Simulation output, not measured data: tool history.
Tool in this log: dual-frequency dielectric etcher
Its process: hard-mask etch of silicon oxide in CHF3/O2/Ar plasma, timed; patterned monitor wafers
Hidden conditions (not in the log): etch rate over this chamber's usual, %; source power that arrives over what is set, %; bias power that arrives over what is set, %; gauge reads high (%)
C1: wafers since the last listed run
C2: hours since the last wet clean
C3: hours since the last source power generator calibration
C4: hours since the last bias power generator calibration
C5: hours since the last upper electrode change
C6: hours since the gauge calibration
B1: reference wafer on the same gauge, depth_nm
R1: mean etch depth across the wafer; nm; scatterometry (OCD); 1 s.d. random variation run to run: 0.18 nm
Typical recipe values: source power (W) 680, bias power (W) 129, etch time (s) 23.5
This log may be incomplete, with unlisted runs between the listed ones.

Run 1, hour 0.0: usual settings but bias power (W) 121; C1 0; C2 308.0; C3 3712.6; C4 1795.1; C5 5204.4; C6 115.7; B1 49.09. Result: R1 40.81 nm.
Run 2, hour 31.3: usual settings but bias power (W) 121; C1 372; C2 339.3; C3 3743.9; C4 1826.4; C5 5235.7; C6 147.0; B1 49.11. Result: R1 40.87 nm.
Run 3, hour 56.6: usual settings but bias power (W) 121; C1 301; C2 364.6; C3 3769.2; C4 1851.7; C5 5261.0; C6 172.3; B1 49.17. Result: R1 40.95 nm.
Run 4, hour 82.4: usual settings but source power (W) 570, etch time (s) 28.0; C1 307; C2 390.4; C3 3795.0; C4 1877.5; C5 5286.8; C6 198.1; B1 49.25. Result: R1 46.96 nm.
Run 5, hour 104.5: usual settings but source power (W) 570, etch time (s) 28.0; C1 263; C2 412.5; C3 3817.1; C4 1899.6; C5 5308.9; C6 220.2; B1 49.28. Result: R1 46.83 nm.
Run 6, hour 121.2: usual settings but source power (W) 760; C1 198; C2 429.2; C3 3833.8; C4 1916.3; C5 5325.6; C6 236.9; B1 49.34. Result: R1 43.89 nm.
Run 7, hour 133.4: usual settings but source power (W) 760; C1 145; C2 441.4; C3 3846.0; C4 1928.5; C5 5337.8; C6 249.1; B1 49.31. Result: R1 43.93 nm.
At hour 157.9: upper electrode replaced.
At hour 165.2: wet clean of the chamber.
Run 8, hour 165.7: usual settings but source power (W) 760; C1 11; C2 0.5; C3 3878.3; C4 1960.8; C5 7.8; C6 281.4; B1 49.36. Result: R1 44.23 nm.
Run 9, hour 169.3: usual settings; C1 42; C2 4.1; C3 3881.9; C4 1964.4; C5 11.4; C6 285.0; B1 49.37. Result: R1 42.09 nm.
Run 10, hour 198.6: usual settings; C1 348; C2 33.4; C3 3911.2; C4 1993.7; C5 40.7; C6 314.3; B1 49.47. Result: R1 41.98 nm.
Run 11, hour 210.9: usual settings but source power (W) 760; C1 146; C2 45.7; C3 3923.5; C4 2006.0; C5 53.0; C6 326.6; B1 49.48. Result: R1 43.55 nm.
At hour 218.8: bias power generator calibrated.
Run 12, hour 226.4: usual settings but etch time (s) 27.5; C1 136; C2 61.2; C3 3939.0; C4 7.6; C5 68.5; C6 342.1; B1 49.52. Result: R1 49.23 nm.
Run 13, hour 245.0: usual settings; C1 221; C2 79.8; C3 3957.6; C4 26.2; C5 87.1; C6 360.7; B1 49.57. Result: R1 42.63 nm.
Run 14, hour 270.6: usual settings but source power (W) 520, bias power (W) 115, etch time (s) 20.0; C1 304; C2 105.4; C3 3983.2; C4 51.8; C5 112.7; C6 386.3; B1 49.62. Result: R1 31.07 nm.
At hour 289.2: gauge calibrated.
At hour 289.6: source power generator calibrated.
Run 15, hour 290.1: usual settings but bias power (W) 115, etch time (s) 19.0; C1 184; C2 124.9; C3 0.5; C4 71.3; C5 132.2; C6 0.9; B1 48.76. Result: R1 32.32 nm.
Run 16, hour 307.6: usual settings but source power (W) 820, etch time (s) 30.0; C1 208; C2 142.4; C3 18.0; C4 88.8; C5 149.7; C6 18.4; B1 48.81. Result: R1 57.30 nm.
Run 17, hour 327.7: usual settings but bias power (W) 156; C1 239; C2 162.5; C3 38.1; C4 108.9; C5 169.8; C6 38.5; B1 48.85. Result: R1 44.61 nm.

What does the tool deliver on the next run?
Run 18, hour 341.9: usual settings but source power (W) 570, etch time (s) 30.0; C1 169; C2 176.7; C3 52.3; C4 123.1; C5 184.0; C6 52.7; B1 ?. Result: R1 ?.

{"run 18": {"B1": 48.92, "R1": 49.56}}
Take away the tool's hidden state, keep the run-to-run variation as it was, and the same run would have given R1 49.48 nm.
